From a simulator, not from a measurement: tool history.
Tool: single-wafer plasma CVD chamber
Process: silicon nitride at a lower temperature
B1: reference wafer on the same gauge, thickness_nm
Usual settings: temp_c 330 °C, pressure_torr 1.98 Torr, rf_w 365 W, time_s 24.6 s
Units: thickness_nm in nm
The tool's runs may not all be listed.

{"run": 1, "hour": 0.0, "temp_c": 330, "pressure_torr": 1.98, "rf_w": 365, "time_s": 24.6, "B1": 34.825, "thickness_nm": 34.713}
{"run": 2, "hour": 98.1, "temp_c": 330, "pressure_torr": 1.98, "rf_w": 365, "time_s": 24.6, "B1": 34.786, "thickness_nm": 34.732}
{"run": 3, "hour": 176.8, "temp_c": 330, "pressure_torr": 1.98, "rf_w": 365, "time_s": 24.6, "B1": 34.785, "thickness_nm": 34.435}
{"run": 4, "hour": 276.8, "temp_c": 330, "pressure_torr": 1.98, "rf_w": 365, "time_s": 24.6, "B1": 34.772, "thickness_nm": 34.755}
{"run": 5, "hour": 322.0, "temp_c": 341, "pressure_torr": 1.98, "rf_w": 365, "time_s": 24.6, "B1": 34.784, "thickness_nm": 34.582}
{"run": 6, "hour": 386.6, "temp_c": 341, "pressure_torr": 1.98, "rf_w": 365, "time_s": 24.6, "B1": 34.797, "thickness_nm": 34.657}
{"run": 7, "hour": 443.8, "temp_c": 336, "pressure_torr": 1.98, "rf_w": 320, "time_s": 24.6, "B1": 34.803, "thickness_nm": 32.72}
{"run": 8, "hour": 480.9, "temp_c": 330, "pressure_torr": 1.98, "rf_w": 365, "time_s": 24.6, "B1": 34.803, "thickness_nm": 34.705}
{"run": 9, "hour": 558.3, "temp_c": 337, "pressure_torr": 1.98, "rf_w": 365, "time_s": 27.7, "B1": 34.829, "thickness_nm": 38.823}
{"run": 10, "hour": 615.3, "temp_c": 337, "pressure_torr": 2.31, "rf_w": 425, "time_s": 22.2, "B1": 34.827, "thickness_nm": 35.424}
{"run": 11, "hour": 684.7, "temp_c": 330, "pressure_torr": 1.63, "rf_w": 365, "time_s": 26.1, "B1": 34.855, "thickness_nm": 34.393}
{"hour": 767.8, "done": "gauge calibrated"}
{"run": 12, "hour": 779.1, "temp_c": 330, "pressure_torr": 2.29, "rf_w": 435, "time_s": 28.8, "B1": 34.803, "thickness_nm": 46.966}
{"hour": 792.0, "done": "showerhead replaced, of another model than before"}
{"run": 13, "hour": 834.9, "temp_c": 330, "pressure_torr": 2.41, "rf_w": 345, "time_s": 24.6, "B1": 34.809, "thickness_nm": 34.341}
{"run": 14, "hour": 912.6, "temp_c": 330, "pressure_torr": 1.98, "rf_w": 365, "time_s": 24.6, "B1": 34.811, "thickness_nm": 34.684}
{"run": 15, "hour": 998.5, "temp_c": 330, "pressure_torr": 1.98, "rf_w": 365, "time_s": 24.6, "B1": 34.79, "thickness_nm": 34.578}
{"run": 16, "hour": 1039.8, "temp_c": 316, "pressure_torr": 1.98, "rf_w": 330, "time_s": 22, "B1": 34.809, "thickness_nm": 29.152}
{"hour": 1079.3, "done": "thermocouple changed; heater temperature recalibrated"}
{"run": 17, "hour": 1136.8, "temp_c": 330, "pressure_torr": 1.98, "rf_w": 365, "time_s": 24.6, "B1": 34.787, "thickness_nm": 34.701}
{"hour": 1382.2, "done": "capacitance manometer re-zeroed and calibrated"}
{"run": 18, "hour": 1394.2, "temp_c": 330, "pressure_torr": 1.81, "rf_w": 420, "time_s": 24.6, "B1": 34.794, "thickness_nm": 37.368}
{"run": 19, "hour": 1431.4, "temp_c": 330, "pressure_torr": 2.26, "rf_w": 365, "time_s": 24.6, "B1": 34.814, "thickness_nm": 35.215}
{"hour": 1592.6, "done": "RF generator calibrated"}
{"run": 20, "hour": 1660.3, "temp_c": 330, "pressure_torr": 1.98, "rf_w": 365, "time_s": 26.9, "B1": 34.814, "thickness_nm": 37.893}
{"run": 21, "hour": 1742.0, "temp_c": 330, "pressure_torr": 1.98, "rf_w": 395, "time_s": 26, "B1": 34.799, "thickness_nm": 38.201}
{"run": 22, "hour": 1802.0, "temp_c": 336, "pressure_torr": 2.16, "rf_w": 300, "time_s": 29, "B1": 34.826, "thickness_nm": 34.8}
{"run": 23, "hour": 1906.3, "temp_c": 336, "pressure_torr": 1.98, "rf_w": 345, "time_s": 24.6, "B1": 34.788, "thickness_nm": 32.85}
{"run": 24, "hour": 2174.6, "temp_c": 330, "pressure_torr": 1.98, "rf_w": 365, "time_s": 24.6, "B1": 34.827, "thickness_nm": 33.991}
{"run": 25, "hour": 2229.9, "temp_c": 330, "pressure_torr": 1.98, "rf_w": 300, "time_s": 24.6, "B1": 34.782, "thickness_nm": 29.504}
{"run": 26, "hour": 2300.7, "temp_c": 330, "pressure_torr": 1.98, "rf_w": 365, "time_s": 28, "B1": 34.78, "thickness_nm": 39.212}
{"run": 27, "hour": 2399.5, "temp_c": 330, "pressure_torr": 1.98, "rf_w": 365, "time_s": 24.6, "B1": 34.8, "thickness_nm": 34.213}

5 ways to go on from here, each from the tool as it stands after run 27. What would each give?
{"run": "A", "hour": 2399.9, "temp_c": 330, "pressure_torr": 1.98, "rf_w": 365, "time_s": 24.6, "B1": "?", "thickness_nm": "?"}
{"run": "B", "hour": 2399.9, "temp_c": 330, "pressure_torr": 1.98, "rf_w": 325, "time_s": 22.9, "B1": "?", "thickness_nm": "?"}
{"run": "C", "hour": 2399.9, "temp_c": 330, "pressure_torr": 2.13, "rf_w": 365, "time_s": 24.6, "B1": "?", "thickness_nm": "?"}
{"run": "D", "hour": 2399.9, "temp_c": 323, "pressure_torr": 1.98, "rf_w": 395, "time_s": 24.6, "B1": "?", "thickness_nm": "?"}
{"run": "E", "hour": 2399.9, "temp_c": 338, "pressure_torr": 2.11, "rf_w": 435, "time_s": 24.6, "B1": "?", "thickness_nm": "?"}

run=A B1=34.787 thickness_nm=34.071
run=B B1=34.787 thickness_nm=28.971
run=C B1=34.787 thickness_nm=34.575
run=D B1=34.787 thickness_nm=36.226
run=E B1=34.787 thickness_nm=39.026
Without the tool's hidden state the same runs would have given:
run=A thickness_nm=33.992
run=B thickness_nm=28.903
run=C thickness_nm=34.495
run=D thickness_nm=36.142
run=E thickness_nm=38.936
